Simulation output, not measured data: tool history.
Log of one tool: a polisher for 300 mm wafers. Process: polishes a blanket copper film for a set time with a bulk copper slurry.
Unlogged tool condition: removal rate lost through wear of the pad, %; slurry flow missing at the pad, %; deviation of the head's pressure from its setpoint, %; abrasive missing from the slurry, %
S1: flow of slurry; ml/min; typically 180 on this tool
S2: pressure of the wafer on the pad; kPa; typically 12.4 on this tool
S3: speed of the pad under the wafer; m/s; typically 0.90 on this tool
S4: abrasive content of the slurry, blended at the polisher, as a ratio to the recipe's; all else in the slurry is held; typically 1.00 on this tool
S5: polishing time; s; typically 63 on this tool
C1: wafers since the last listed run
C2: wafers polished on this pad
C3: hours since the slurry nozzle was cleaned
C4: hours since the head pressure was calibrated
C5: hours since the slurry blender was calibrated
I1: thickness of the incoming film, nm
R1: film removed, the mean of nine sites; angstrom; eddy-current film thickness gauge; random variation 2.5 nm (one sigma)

Run 1, day 0.000: usual settings; C1 0; C2 503; C3 368.9; C4 806.5; C5 12.8; I1 2544.3. Result: R1 3102 angstrom.
Run 2, day 0.583: usual settings but S2 13.1 kPa, S5 52 s; C1 89; C2 593; C3 382.9; C4 820.5; C5 26.8; I1 2572.7. Result: R1 2658 angstrom.
Run 3, day 0.883: usual settings; C1 45; C2 639; C3 390.1; C4 827.7; C5 34.0; I1 2565.8. Result: R1 3112 angstrom.
Run 4, day 1.379: usual settings; C1 76; C2 715; C3 402.0; C4 839.6; C5 45.9; I1 2596.5. Result: R1 3125 angstrom.
Run 5, day 1.758: usual settings; C1 58; C2 773; C3 411.1; C4 848.7; C5 55.0; I1 2502.4. Result: R1 3078 angstrom.
Run 6, day 2.471: usual settings but S5 75 s; C1 109; C2 882; C3 428.2; C4 865.8; C5 72.1; I1 2566.5. Result: R1 3744 angstrom.
Run 7, day 2.783: usual settings but S5 75 s; C1 47; C2 930; C3 435.7; C4 873.3; C5 79.6; I1 2560.4. Result: R1 3681 angstrom.
At day 3.038: worn pad replaced by a new one.
Run 8, day 3.450: usual settings but S5 75 s; C1 76; C2 63; C3 451.7; C4 889.3; C5 95.6; I1 2580.4. Result: R1 3697 angstrom.
Run 9, day 3.742: usual settings but S3 1.12 m/s; C1 44; C2 107; C3 458.7; C4 896.3; C5 102.6; I1 2572.4. Result: R1 3766 angstrom.
Run 10, day 4.021: usual settings but S3 1.12 m/s; C1 42; C2 150; C3 465.4; C4 903.0; C5 109.3; I1 2581.5. Result: R1 3795 angstrom.
Run 11, day 4.625: usual settings but S3 1.12 m/s; C1 92; C2 243; C3 479.9; C4 917.5; C5 123.8; I1 2560.3. Result: R1 3725 angstrom.
Run 12, day 5.350: usual settings; C1 111; C2 354; C3 497.3; C4 934.9; C5 141.2; I1 2594.0. Result: R1 3101 angstrom.
Run 13, day 6.017: usual settings; C1 102; C2 456; C3 513.3; C4 950.9; C5 157.2; I1 2538.6. Result: R1 3065 angstrom.
Run 14, day 6.358: usual settings but S2 15.2 kPa, S3 0.58 m/s, S4 0.75, S5 52 s; C1 52; C2 509; C3 521.5; C4 959.1; C5 165.4; I1 2566.5. Result: R1 1824 angstrom.
Run 15, day 7.067: usual settings but S3 0.74 m/s, S5 74 s; C1 108; C2 617; C3 538.5; C4 976.1; C5 182.4; I1 2594.7. Result: R1 3046 angstrom.
Run 16, day 7.454: usual settings but S1 140 ml/min, S3 1.00 m/s, S4 1.25; C1 59; C2 677; C3 547.8; C4 985.4; C5 191.7; I1 2560.2. Result: R1 3360 angstrom.
Run 17, day 7.896: usual settings but S3 0.72 m/s; C1 67; C2 744; C3 558.4; C4 996.0; C5 202.3; I1 2516.2. Result: R1 2495 angstrom.
At day 8.196: slurry nozzle cleaned.
Run 18, day 8.296: usual settings but S2 11.0 kPa, S3 0.98 m/s, S4 0.80, S5 49 s; C1 54; C2 799; C3 2.4; C4 1005.6; C5 211.9; I1 2554.3. Result: R1 2423 angstrom.
Run 19, day 8.967: usual settings but S5 69 s; C1 102; C2 902; C3 18.5; C4 1021.7; C5 228.0; I1 2577.2. Result: R1 3478 angstrom.
At day 9.238: worn pad replaced by a new one.
Run 20, day 9.546: usual settings but S3 1.18 m/s, S4 0.80, S5 70 s; C1 63; C2 47; C3 32.4; C4 1035.6; C5 241.9; I1 2556.0. Result: R1 4368 angstrom.
Run 21, day 9.975: usual settings but S3 1.08 m/s, S4 0.85; C1 65; C2 113; C3 42.7; C4 1045.9; C5 252.2; I1 2580.1. Result: R1 3611 angstrom.
Run 22, day 10.688: usual settings but S1 155 ml/min, S2 9.7 kPa, S4 0.80, S5 80 s; C1 109; C2 222; C3 59.8; C4 1063.0; C5 269.3; I1 2600.9. Result: R1 3228 angstrom.
At day 10.883: slurry blender recalibrated.
At day 12.500: head pressure recalibrated.
Run 23, day 12.742: usual settings; C1 289; C2 511; C3 109.1; C4 5.8; C5 44.6; I1 2503.6. Result: R1 3143 angstrom.
Run 24, day 13.408: usual settings but S1 205 ml/min, S3 0.98 m/s, S4 1.15; C1 102; C2 614; C3 125.1; C4 21.8; C5 60.6; I1 2522.2. Result: R1 3604 angstrom.
Run 25, day 13.967: usual settings but S1 245 ml/min, S3 1.16 m/s, S4 1.10; C1 85; C2 699; C3 138.5; C4 35.2; C5 74.0; I1 2555.2. Result: R1 4312 angstrom.
Run 26, day 14.533: usual settings but S3 0.68 m/s; C1 86; C2 786; C3 152.1; C4 48.8; C5 87.6; I1 2588.7. Result: R1 2455 angstrom.
At day 14.771: worn pad replaced by a new one.
Run 27, day 15.100: usual settings but S3 1.12 m/s; C1 61; C2 50; C3 165.7; C4 62.4; C5 101.2; I1 2539.4. Result: R1 3805 angstrom.
Run 28, day 15.808: usual settings but S3 1.12 m/s; C1 108; C2 159; C3 182.7; C4 79.4; C5 118.2; I1 2581.7. Result: R1 3795 angstrom.
Run 29, day 16.238: usual settings but S1 215 ml/min, S3 1.00 m/s, S5 45 s; C1 65; C2 225; C3 193.0; C4 89.7; C5 128.5; I1 2576.4. Result: R1 2515 angstrom.
Run 30, day 17.571: usual settings but S1 135 ml/min, S2 15.2 kPa; C1 204; C2 429; C3 225.0; C4 121.7; C5 160.5; I1 2541.3. Result: R1 3284 angstrom.
Run 31, day 17.933: usual settings; C1 55; C2 485; C3 233.7; C4 130.4; C5 169.2; I1 2577.2. Result: R1 3097 angstrom.

Results per run with the tool's hidden condition removed, run-to-run variation unchanged:
run    R1
  1  3250
  2  2787
  3  3264
  4  3281
  5  3233
  6  3936
  7  3871
  8  3891
  9  3965
 10  3996
 11  3926
 12  3270
 13  3234
 14  1925
 15  3217
 16  3607
 17  2636
 18  2438
 19  3512
 20  4423
 21  3664
 22  3296
 23  3228
 24  3698
 25  4412
 26  2539
 27  3942
 28  3942
 29  2599
 30  3481
 31  3237
